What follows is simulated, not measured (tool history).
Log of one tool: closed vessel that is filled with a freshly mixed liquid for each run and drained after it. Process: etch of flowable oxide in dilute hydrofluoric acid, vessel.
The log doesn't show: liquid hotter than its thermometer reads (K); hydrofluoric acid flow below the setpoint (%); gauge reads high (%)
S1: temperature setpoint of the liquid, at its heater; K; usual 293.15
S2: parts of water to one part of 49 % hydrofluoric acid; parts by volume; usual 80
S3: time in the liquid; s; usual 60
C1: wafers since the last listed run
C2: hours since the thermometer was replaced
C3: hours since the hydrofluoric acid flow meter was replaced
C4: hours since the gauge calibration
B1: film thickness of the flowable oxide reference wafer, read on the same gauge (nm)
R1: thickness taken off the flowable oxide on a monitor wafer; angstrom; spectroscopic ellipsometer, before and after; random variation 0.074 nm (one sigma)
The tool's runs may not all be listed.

| run | hour | S1 | S2 | S3 | C1 | C2 | C3 | C4 | B1 | R1 |
|---|---|---|---|---|---|---|---|---|---|---|
| 1 | 0.0 | 293.15 | 80 | 80 | 0 | 1270.2 | 360.1 | 1377.8 | 49.98 | 246.6 |
| 2 | 70.9 | 293.15 | 80 | 85 | 7749 | 1341.1 | 431.0 | 1448.7 | 50.02 | 261.7 |
| 3 | 297.3 | 293.15 | 80 | 85 | 24745 | 1567.5 | 657.4 | 1675.1 | 50.04 | 261.8 |
| 4 | 383.9 | 290.15 | 80 | 60 | 9465 | 1654.1 | 744.0 | 1761.7 | 49.94 | 161.5 |
|  | 428.8 | thermometer replaced |
| 5 | 448.5 | 290.15 | 80 | 60 | 6951 | 19.7 | 808.6 | 1826.3 | 50.00 | 161.6 |
| 6 | 507.3 | 293.15 | 80 | 50 | 6426 | 78.5 | 867.4 | 1885.1 | 50.00 | 152.0 |
| 7 | 572.5 | 293.15 | 80 | 60 | 7126 | 143.7 | 932.6 | 1950.3 | 49.99 | 182.4 |
| 8 | 624.6 | 293.15 | 80 | 60 | 5694 | 195.8 | 984.7 | 2002.4 | 49.98 | 181.3 |
| 9 | 684.7 | 290.65 | 105 | 60 | 6568 | 255.9 | 1044.8 | 2062.5 | 50.03 | 121.1 |
| 10 | 947.2 | 293.15 | 80 | 60 | 28691 | 518.4 | 1307.3 | 2325.0 | 49.98 | 180.4 |
| 11 | 1047.4 | 293.15 | 80 | 60 | 10951 | 618.6 | 1407.5 | 2425.2 | 49.99 | 178.9 |
|  | 1115.3 | gauge calibrated |
| 12 | 1136.1 | 293.15 | 80 | 60 | 9694 | 707.3 | 1496.2 | 20.8 | 49.99 | 179.0 |
|  | 1184.0 | hydrofluoric acid flow meter replaced |
| 13 | 1216.8 | 293.15 | 120 | 60 | 8711 | 788.0 | 32.8 | 101.5 | 49.99 | 119.5 |
| 14 | 1306.8 | 297.65 | 80 | 30 | 9837 | 878.0 | 122.8 | 191.5 | 50.02 | 111.7 |
| 15 | 1384.1 | 293.15 | 95 | 60 | 8448 | 955.3 | 200.1 | 268.8 | 49.95 | 154.9 |
| 16 | 1460.0 | 297.65 | 70 | 75 | 8295 | 1031.2 | 276.0 | 344.7 | 50.00 | 322.5 |
| 17 | 1529.2 | 293.15 | 110 | 60 | 7563 | 1100.4 | 345.2 | 413.9 | 50.01 | 130.5 |
| 18 | 1566.5 | 296.65 | 80 | 50 | 4076 | 1137.7 | 382.5 | 451.2 | 50.04 | 178.1 |
| 19 | 1739.9 | 295.15 | 80 | 60 | 18952 | 1311.1 | 555.9 | 624.6 | 49.97 | 201.7 |
| 20 | 1782.4 | 290.15 | 45 | 80 | 4645 | 1353.6 | 598.4 | 667.1 | 50.03 | 398.4 |
| 21 | 1855.6 | 293.15 | 80 | 60 | 8000 | 1426.8 | 671.6 | 740.3 | 50.05 | 182.2 |
| 22 | 1939.3 | 293.15 | 45 | 30 | 9148 | 1510.5 | 755.3 | 824.0 | 50.05 | 170.4 |
| 23 | 2010.4 | 293.15 | 55 | 60 | 7771 | 1581.6 | 826.4 | 895.1 | 50.04 | 273.3 |
| 24 | 2085.1 | 293.15 | 110 | 60 | 8164 | 1656.3 | 901.1 | 969.8 | 50.03 | 128.5 |
|  | 2092.6 | thermometer replaced |
| 25 | 2159.9 | 293.15 | 80 | 60 | 8066 | 67.3 | 975.9 | 1044.6 | 49.96 | 182.9 |
| 26 | 2265.7 | 291.15 | 45 | 90 | 11563 | 173.1 | 1081.7 | 1150.4 | 50.00 | 463.6 |
| 27 | 2370.3 | 297.65 | 70 | 75 | 11432 | 277.7 | 1186.3 | 1255.0 | 50.00 | 316.1 |
| 28 | 2410.5 | 297.15 | 50 | 60 | 4393 | 317.9 | 1226.5 | 1295.2 | 50.02 | 355.7 |
| 29 | 2498.1 | 293.15 | 105 | 60 | 9574 | 405.5 | 1314.1 | 1382.8 | 49.98 | 132.9 |
| 30 | 2582.3 | 293.15 | 80 | 60 | 9203 | 489.7 | 1398.3 | 1467.0 | 50.04 | 179.6 |
| 31 | 2646.7 | 293.15 | 80 | 60 | 7038 | 554.1 | 1462.7 | 1531.4 | 50.02 | 181.0 |
| 32 | 2729.9 | 293.15 | 65 | 60 | 9093 | 637.3 | 1545.9 | 1614.6 | 50.00 | 224.4 |
| 33 | 2808.3 | 293.15 | 80 | 60 | 8569 | 715.7 | 1624.3 | 1693.0 | 50.03 | 178.2 |

4 ways to go on from here, each from the tool as it stands after run 33. What would each give?
| A | 2809.0 | 293.15 | 80 | 30 | 76 | 716.4 | 1625.0 | 1693.7 | ? | ? |
| B | 2809.0 | 293.15 | 100 | 60 | 76 | 716.4 | 1625.0 | 1693.7 | ? | ? |
| C | 2809.0 | 290.15 | 95 | 40 | 76 | 716.4 | 1625.0 | 1693.7 | ? | ? |
| D | 2809.0 | 293.15 | 60 | 60 | 76 | 716.4 | 1625.0 | 1693.7 | ? | ? |

| run | B1 | R1 |
|---|---|---|
| A | 49.97 | 89.2 |
| B | 49.97 | 139.3 |
| C | 49.97 | 86.8 |
| D | 49.97 | 243.7 |
Without the tool's hidden state the same runs would have given:
| run | R1 |
|---|---|
| A | 94.4 |
| B | 147.7 |
| C | 92.0 |
| D | 257.8 |
